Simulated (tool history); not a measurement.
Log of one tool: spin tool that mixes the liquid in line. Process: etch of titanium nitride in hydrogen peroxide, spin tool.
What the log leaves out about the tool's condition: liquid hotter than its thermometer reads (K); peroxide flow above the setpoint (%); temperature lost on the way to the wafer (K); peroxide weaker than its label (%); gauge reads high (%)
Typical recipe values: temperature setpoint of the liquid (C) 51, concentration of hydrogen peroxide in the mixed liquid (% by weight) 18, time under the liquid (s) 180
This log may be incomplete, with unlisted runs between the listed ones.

run,hour,temperature setpoint of the liquid (C),concentration of hydrogen peroxide in the mixed liquid (% by weight),time under the liquid (s),wafers since the last listed run,hours since the thermometer was replaced,hours since the peroxide flow meter was replaced,hours since the heated supply line was repaired,hours since the drum of peroxide was connected,hours since the gauge calibration,"read-back film thickness of the titanium nitride reference wafer, read on the same gauge (nm)",thickness taken off the titanium nitride on a monitor wafer (Å)
1,0,44.5,18,145,0,915.6,1751.5,3354.9,870.6,62.5,90,31.7
2,8.3,51,18,180,57,923.9,1759.8,3363.2,878.9,70.8,89.97,63.1
3,24.4,51,18,180,111,940,1775.9,3379.3,895,86.9,90.01,63.4
4,38.9,56,18,225,100,954.5,1790.4,3393.8,909.5,101.4,90,115.2
5,69.8,51,18,180,214,985.4,1821.3,3424.7,940.4,132.3,89.93,64
6,80.6,51,18,180,74,996.2,1832.1,3435.5,951.2,143.1,90.04,64.8
7,90,51,18,180,65,1005.6,1841.5,3444.9,960.6,152.5,90.02,65.5
# hour 95: heated supply line repaired
8,100.3,51,18,180,64,1015.9,1851.8,5.3,970.9,162.8,90,64.3
# hour 111.1: thermometer replaced
9,111.5,51,18,180,70,0.4,1863,16.5,982.1,174,90.01,56.4
10,120.7,51,18,180,63,9.6,1872.2,25.7,991.3,183.2,89.99,56.7
11,127.3,51,13.5,145,45,16.2,1878.8,32.3,997.9,189.8,90.05,43.1
12,136.3,51,23,70,62,25.2,1887.8,41.3,1006.9,198.8,90.01,23.3
# hour 140.5: new drum of peroxide connected
# hour 149.1: gauge calibrated
13,150.9,58,16,235,94,39.8,1902.4,55.9,10.4,1.8,90.04,119.2
# hour 154: peroxide flow meter replaced
14,179.8,46,13,75,193,68.7,25.8,84.8,39.3,30.7,90.04,15.4
15,193,51,18,180,91,81.9,39,98,52.5,43.9,90.01,57.3
16,200.2,46,13,75,49,89.1,46.2,105.2,59.7,51.1,89.99,15.5
17,211,60.5,14.5,100,74,99.9,57,116,70.5,61.9,89.97,59.7
18,221.1,51,18,105,70,110,67.1,126.1,80.6,72,90,33.6
19,228.2,51,18,250,49,117.1,74.2,133.2,87.7,79.1,89.98,80.3
20,242.3,51,18,180,97,131.2,88.3,147.3,101.8,93.2,89.99,56.6

Alternative continuations, all from the tool just after run 20; predict every row:
A,242.8,51,16,180,3,131.7,88.8,147.8,102.3,93.7,?,?
B,242.8,46,22,285,3,131.7,88.8,147.8,102.3,93.7,?,?
C,242.8,59,18,85,3,131.7,88.8,147.8,102.3,93.7,?,?

run,"read-back film thickness of the titanium nitride reference wafer, read on the same gauge (nm)",thickness taken off the titanium nitride on a monitor wafer (Å)
A,89.99,56.9
B,89.99,67.1
C,89.99,48.2
Stripped of hidden state, with their random variation kept, the same runs would have yielded:
run,thickness taken off the titanium nitride on a monitor wafer (Å)
A,54.5
B,64.2
C,46.3
